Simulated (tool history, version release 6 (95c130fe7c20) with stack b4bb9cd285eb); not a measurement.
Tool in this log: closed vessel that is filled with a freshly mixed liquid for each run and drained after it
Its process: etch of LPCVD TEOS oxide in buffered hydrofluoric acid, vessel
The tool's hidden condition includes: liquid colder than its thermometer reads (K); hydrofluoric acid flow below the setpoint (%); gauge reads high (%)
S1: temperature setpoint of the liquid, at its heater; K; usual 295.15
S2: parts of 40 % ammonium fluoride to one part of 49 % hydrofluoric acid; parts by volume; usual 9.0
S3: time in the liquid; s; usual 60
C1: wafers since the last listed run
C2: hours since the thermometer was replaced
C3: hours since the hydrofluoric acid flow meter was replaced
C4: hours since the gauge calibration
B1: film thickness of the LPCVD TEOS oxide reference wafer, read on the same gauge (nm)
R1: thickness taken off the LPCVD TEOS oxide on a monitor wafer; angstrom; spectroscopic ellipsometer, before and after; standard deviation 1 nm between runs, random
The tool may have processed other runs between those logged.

run	hour	S1	S2	S3	C1	C2	C3	C4	B1	R1
1	0.0	295.15	9.0	60	0	2632.7	1323.7	127.2	60.00	2184.8
2	15.9	295.15	9.0	60	2357	2648.6	1339.6	143.1	60.06	2194.7
3	51.3	295.15	9.0	60	5249	2684.0	1375.0	178.5	60.06	2177.3
4	81.7	295.15	9.0	60	4507	2714.4	1405.4	208.9	60.01	2186.4
5	103.4	295.15	9.0	60	3217	2736.1	1427.1	230.6	60.06	2159.8
6	115.5	295.15	9.0	60	1794	2748.2	1439.2	242.7	60.01	2188.3
7	176.7	295.15	9.0	60	9074	2809.4	1500.4	303.9	60.01	2190.3
# hour 187.2: thermometer replaced
8	209.5	295.15	9.0	60	4715	22.3	1533.2	336.7	59.96	2020.7
# hour 224.4: hydrofluoric acid flow meter replaced
9	264.0	295.15	6.5	95	7933	76.8	39.6	391.2	60.02	4495.8
10	278.8	298.65	11.5	60	2194	91.6	54.4	406.0	60.00	2006.7
# hour 287.0: thermometer replaced, repeated, since the last time left the tool worse
# hour 342.0: gauge calibrated
11	381.2	290.65	10.0	90	15035	94.2	156.8	39.2	60.03	2604.1
12	412.1	290.15	9.0	90	4581	125.1	187.7	70.1	60.02	2701.3
13	433.2	295.15	9.0	60	3128	146.2	208.8	91.2	59.99	2394.2
14	451.6	295.15	7.5	60	2728	164.6	227.2	109.6	60.06	2911.2
15	478.1	295.15	11.0	60	3929	191.1	253.7	136.1	59.99	2014.9
16	499.3	300.15	9.0	60	3143	212.3	274.9	157.3	60.00	3135.0
17	530.7	295.15	9.0	60	4656	243.7	306.3	188.7	60.04	2390.0

Alternative continuations, all from the tool just after run 17; predict every row:
A	531.4	290.15	9.0	60	103	244.4	307.0	189.4	?	?
B	531.4	293.15	11.0	60	103	244.4	307.0	189.4	?	?
C	531.4	296.65	6.5	90	103	244.4	307.0	189.4	?	?
D	531.4	295.15	6.0	30	103	244.4	307.0	189.4	?	?
E	531.4	297.15	6.0	80	103	244.4	307.0	189.4	?	?

run	B1	R1
A	60.03	1784.0
B	60.03	1803.3
C	60.03	5390.7
D	60.03	1773.4
E	60.03	5277.6
With no hidden state in the tool, these same runs would have given:
run	R1
A	1817.0
B	1835.9
C	5485.9
D	1805.0
E	5370.4

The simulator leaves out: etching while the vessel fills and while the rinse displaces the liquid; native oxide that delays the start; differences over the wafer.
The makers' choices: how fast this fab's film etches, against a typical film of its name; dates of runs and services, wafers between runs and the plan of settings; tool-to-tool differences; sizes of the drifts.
